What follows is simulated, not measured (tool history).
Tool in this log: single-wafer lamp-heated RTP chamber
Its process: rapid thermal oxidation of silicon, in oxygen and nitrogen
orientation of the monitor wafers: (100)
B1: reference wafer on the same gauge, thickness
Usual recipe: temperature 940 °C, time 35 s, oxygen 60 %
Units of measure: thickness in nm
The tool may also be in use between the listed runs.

run 1 hour=0 | temperature=940 time=35 oxygen=60 | B1=2.751 | thickness=2.826
run 2 hour=96.8 | temperature=940 time=35 oxygen=60 | B1=2.75 | thickness=2.891
run 3 hour=174.9 | temperature=940 time=35 oxygen=60 | B1=2.753 | thickness=2.917
run 4 hour=211 | temperature=940 time=35 oxygen=60 | B1=2.75 | thickness=2.922
run 5 hour=286.6 | temperature=940 time=35 oxygen=60 | B1=2.749 | thickness=2.935
-- hour=354.8 pyrometer window cleaned and pyrometer calibrated
run 6 hour=384.2 | temperature=940 time=35 oxygen=60 | B1=2.75 | thickness=2.808
run 7 hour=453.1 | temperature=940 time=35 oxygen=60 | B1=2.749 | thickness=2.839
run 8 hour=546.7 | temperature=940 time=35 oxygen=60 | B1=2.751 | thickness=2.883
run 9 hour=616.3 | temperature=940 time=35 oxygen=60 | B1=2.75 | thickness=2.895
run 10 hour=690.8 | temperature=940 time=35 oxygen=60 | B1=2.749 | thickness=2.888
-- hour=760 pyrometer window cleaned and pyrometer calibrated
run 11 hour=761 | temperature=951 time=35 oxygen=60 | B1=2.749 | thickness=2.943
run 12 hour=809.8 | temperature=951 time=35 oxygen=60 | B1=2.752 | thickness=2.985
run 13 hour=863.8 | temperature=951 time=35 oxygen=60 | B1=2.75 | thickness=3.018
run 14 hour=969.8 | temperature=940 time=35 oxygen=60 | B1=2.75 | thickness=2.9
-- hour=981.7 gauge calibrated
-- hour=1030 oxygen flow controller replaced
run 15 hour=1040.4 | temperature=940 time=35 oxygen=60 | B1=2.753 | thickness=2.915
run 16 hour=1120.2 | temperature=940 time=19 oxygen=60 | B1=2.752 | thickness=2.499
-- hour=1163.5 pyrometer window cleaned and pyrometer calibrated
run 17 hour=1193.4 | temperature=940 time=35 oxygen=60 | B1=2.75 | thickness=2.79
run 18 hour=1276.3 | temperature=951 time=44 oxygen=74 | B1=2.748 | thickness=3.44
run 19 hour=1350.2 | temperature=958 time=41 oxygen=51 | B1=2.748 | thickness=3.194
run 20 hour=1428.1 | temperature=923 time=28 oxygen=52 | B1=2.753 | thickness=2.48
run 21 hour=1471.1 | temperature=940 time=35 oxygen=81 | B1=2.75 | thickness=3.119
run 22 hour=1539.1 | temperature=940 time=35 oxygen=60 | B1=2.752 | thickness=2.896
-- hour=1614.7 pyrometer window cleaned and pyrometer calibrated
run 23 hour=1615.2 | temperature=940 time=26 oxygen=60 | B1=2.751 | thickness=2.566
run 24 hour=1698.7 | temperature=940 time=35 oxygen=60 | B1=2.75 | thickness=2.837
run 25 hour=1746 | temperature=948 time=47 oxygen=87 | B1=2.751 | thickness=3.635
run 26 hour=1782.1 | temperature=940 time=48 oxygen=38 | B1=2.752 | thickness=2.873
run 27 hour=1867.1 | temperature=958 time=35 oxygen=41 | B1=2.753 | thickness=2.916
run 28 hour=1926 | temperature=940 time=35 oxygen=78 | B1=2.749 | thickness=3.081
run 29 hour=1969.2 | temperature=912 time=24 oxygen=60 | B1=2.753 | thickness=2.38
-- hour=2050 pyrometer window cleaned and pyrometer calibrated
run 30 hour=2073.3 | temperature=940 time=49 oxygen=60 | B1=2.748 | thickness=3.093
run 31 hour=2123.9 | temperature=915 time=49 oxygen=84 | B1=2.751 | thickness=2.965

Exercise: give the hidden state of the tool at every run:
deviation of the oxygen flow from its setpoint, %: 0 on each run
gauge reads high (%): 0 on each run
H1: true wafer temperature minus pyrometer reading, K
run=1 H1=3.67
run=2 H1=8.1
run=3 H1=10
run=4 H1=10.6
run=5 H1=11.4
run=6 H1=2.54
run=7 H1=5.81
run=8 H1=8.33
run=9 H1=9.38
run=10 H1=10.1
run=11 H1=0.878
run=12 H1=3.9
run=13 H1=6.23
run=14 H1=8.87
run=15 H1=9.8
run=16 H1=10.4
run=17 H1=2.04
run=18 H1=5.79
run=19 H1=7.7
run=20 H1=8.89
run=21 H1=9.31
run=22 H1=9.76
run=23 H1=0.398
run=24 H1=5.03
run=25 H1=6.67
run=26 H1=7.6
run=27 H1=9.05
run=28 H1=9.65
run=29 H1=9.95
run=30 H1=2.32
run=31 H1=4.98

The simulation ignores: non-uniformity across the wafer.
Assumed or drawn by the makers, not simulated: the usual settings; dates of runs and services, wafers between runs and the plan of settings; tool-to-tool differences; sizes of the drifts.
